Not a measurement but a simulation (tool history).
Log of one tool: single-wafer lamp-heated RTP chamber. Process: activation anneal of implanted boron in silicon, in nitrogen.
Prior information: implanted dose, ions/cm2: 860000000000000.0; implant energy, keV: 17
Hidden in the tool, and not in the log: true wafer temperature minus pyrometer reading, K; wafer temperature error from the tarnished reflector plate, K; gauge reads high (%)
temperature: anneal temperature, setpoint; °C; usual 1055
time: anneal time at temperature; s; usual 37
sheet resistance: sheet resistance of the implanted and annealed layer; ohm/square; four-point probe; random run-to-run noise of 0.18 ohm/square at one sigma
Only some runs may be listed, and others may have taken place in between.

| run | hour | temperature | time | wafers since the last listed run | wafers since the last pyrometer calibration | wafers since the reflector plate was cleaned | hours since the gauge calibration | read-back reference wafer on the same gauge, sheet resistance | sheet resistance |
|---|---|---|---|---|---|---|---|---|---|
| 1 | 0 | 1055 | 37 | 0 | 1967 | 467 | 513.9 | 105.77 | 119.97 |
| 2 | 163.3 | 1055 | 37 | 2457 | 4424 | 2925 | 677.2 | 105.59 | 119.55 |
| 3 | 267.5 | 1055 | 37 | 1567 | 5992 | 4492 | 781.4 | 105.49 | 119.33 |
| 4 | 340 | 1033 | 37 | 1090 | 7082 | 5583 | 853.9 | 105.42 | 120.54 |
|  | 367.6 | pyrometer window cleaned and pyrometer calibrated |
| 5 | 398.5 | 1033 | 37 | 759 | 464 | 6343 | 912.4 | 105.32 | 120.35 |
| 6 | 450.9 | 1033 | 37 | 788 | 1252 | 7132 | 964.8 | 105.32 | 120.5 |
|  | 504.4 | reflector plate cleaned |
| 7 | 512.6 | 1055 | 37 | 808 | 2060 | 122 | 1026.5 | 105.23 | 119.19 |
| 8 | 614.7 | 1055 | 37 | 1536 | 3597 | 1659 | 1128.6 | 105.12 | 119.32 |
| 9 | 671.5 | 1055 | 37 | 854 | 4451 | 2513 | 1185.4 | 105.12 | 118.94 |
| 10 | 743.2 | 1055 | 51 | 1078 | 5530 | 3592 | 1257.1 | 105.03 | 118.62 |
| 11 | 842.1 | 1055 | 51 | 1488 | 7018 | 5080 | 1356 | 104.92 | 118.5 |
| 12 | 896.7 | 1055 | 37 | 821 | 7840 | 5902 | 1410.6 | 104.89 | 118.97 |
|  | 946.8 | pyrometer window cleaned and pyrometer calibrated |
| 13 | 991.4 | 1055 | 30 | 1304 | 671 | 7206 | 1505.3 | 104.86 | 119.59 |
| 14 | 1096.4 | 1055 | 30 | 1579 | 2251 | 8786 | 1610.3 | 104.66 | 119.35 |
|  | 1125.2 | reflector plate cleaned |
|  | 1165.1 | gauge calibrated |
| 15 | 1174.8 | 1055 | 30 | 1059 | 3310 | 745 | 9.7 | 106.24 | 120.75 |
| 16 | 1239.3 | 1055 | 37 | 970 | 4281 | 1716 | 74.2 | 106.14 | 120.41 |
|  | 1483.5 | pyrometer window cleaned and pyrometer calibrated |
| 17 | 1548.1 | 1075 | 56 | 4526 | 972 | 6242 | 383 | 105.9 | 118.39 |
|  | 1610.5 | reflector plate cleaned |
| 18 | 1611 | 1079 | 19 | 826 | 1798 | 7 | 445.9 | 105.92 | 120.36 |
| 19 | 1705.2 | 1071 | 53 | 1417 | 3215 | 1425 | 540.1 | 105.75 | 118.79 |
| 20 | 1775.7 | 1055 | 37 | 1060 | 4276 | 2485 | 610.6 | 105.7 | 119.89 |
| 21 | 1841.4 | 1055 | 37 | 988 | 5265 | 3474 | 676.3 | 105.6 | 119.81 |
| 22 | 1947.9 | 1055 | 37 | 1602 | 6867 | 5076 | 782.8 | 105.5 | 119.76 |
|  | 2035.7 | pyrometer window cleaned and pyrometer calibrated |
|  | 2116.6 | reflector plate cleaned |
| 23 | 2260.1 | 1043 | 31 | 4456 | 3256 | 2159 | 1095 | 105.21 | 120.18 |
| 24 | 2304.6 | 1045 | 37 | 669 | 3925 | 2828 | 1139.5 | 105.24 | 119.65 |
| 25 | 2362.7 | 1055 | 37 | 874 | 4799 | 3702 | 1197.6 | 105.06 | 119.3 |
| 26 | 2419.8 | 1032 | 37 | 859 | 5659 | 4562 | 1254.7 | 105.04 | 120.03 |
| 27 | 2527.1 | 1076 | 18 | 1614 | 7273 | 6176 | 1362 | 105.02 | 119.82 |
| 28 | 2580.2 | 1063 | 17 | 798 | 8072 | 6975 | 1415.1 | 105.02 | 120.11 |
|  | 2648.6 | pyrometer window cleaned and pyrometer calibrated |
| 29 | 2678.8 | 1055 | 57 | 1363 | 453 | 8338 | 1513.7 | 104.87 | 118.32 |
|  | 2710.4 | reflector plate cleaned |
| 30 | 2745 | 1046 | 45 | 875 | 1329 | 520 | 1579.9 | 104.83 | 118.86 |

Hidden state at the last listed run before each entry between runs and at the first one after, where it differs:
After run 4, before run 5: pyrometer window cleaned and pyrometer calibrated (hour 367.6)
  gauge reads high (%): -0.557 -> -0.607
  measured value less the no-hidden-state value, sheet resistance: -0.68 -> -0.74 ohm/square
After run 6, before run 7: reflector plate cleaned (hour 504.4)
  gauge reads high (%): -0.652 -> -0.704
  measured value less the no-hidden-state value, sheet resistance: -0.79 -> -0.84 ohm/square
After run 12, before run 13: pyrometer window cleaned and pyrometer calibrated (hour 946.8)
  gauge reads high (%): -1.03 -> -1.11
  measured value less the no-hidden-state value, sheet resistance: -1.24 -> -1.35 ohm/square
After run 14, before run 15: reflector plate cleaned (hour 1125.2); gauge calibrated (hour 1165.1)
  gauge reads high (%): -1.2 -> 0.218
  measured value less the no-hidden-state value, sheet resistance: -1.45 -> +0.26 ohm/square
After run 16, before run 17: pyrometer window cleaned and pyrometer calibrated (hour 1483.5)
  gauge reads high (%): 0.163 -> -0.1
  measured value less the no-hidden-state value, sheet resistance: +0.2 -> -0.11 ohm/square
After run 17, before run 18: reflector plate cleaned (hour 1610.5)
  gauge reads high (%): -0.1 -> -0.154
  measured value less the no-hidden-state value, sheet resistance: -0.11 -> -0.18 ohm/square
After run 22, before run 23: pyrometer window cleaned and pyrometer calibrated (hour 2035.7); reflector plate cleaned (hour 2116.6)
  gauge reads high (%): -0.442 -> -0.708
  measured value less the no-hidden-state value, sheet resistance: -0.53 -> -0.85 ohm/square
After run 28, before run 29: pyrometer window cleaned and pyrometer calibrated (hour 2648.6)
  gauge reads high (%): -0.981 -> -1.07
  measured value less the no-hidden-state value, sheet resistance: -1.19 -> -1.28 ohm/square
After run 29, before run 30: reflector plate cleaned (hour 2710.4)
  gauge reads high (%): -1.07 -> -1.12
  measured value less the no-hidden-state value, sheet resistance: -1.28 -> -1.35 ohm/square
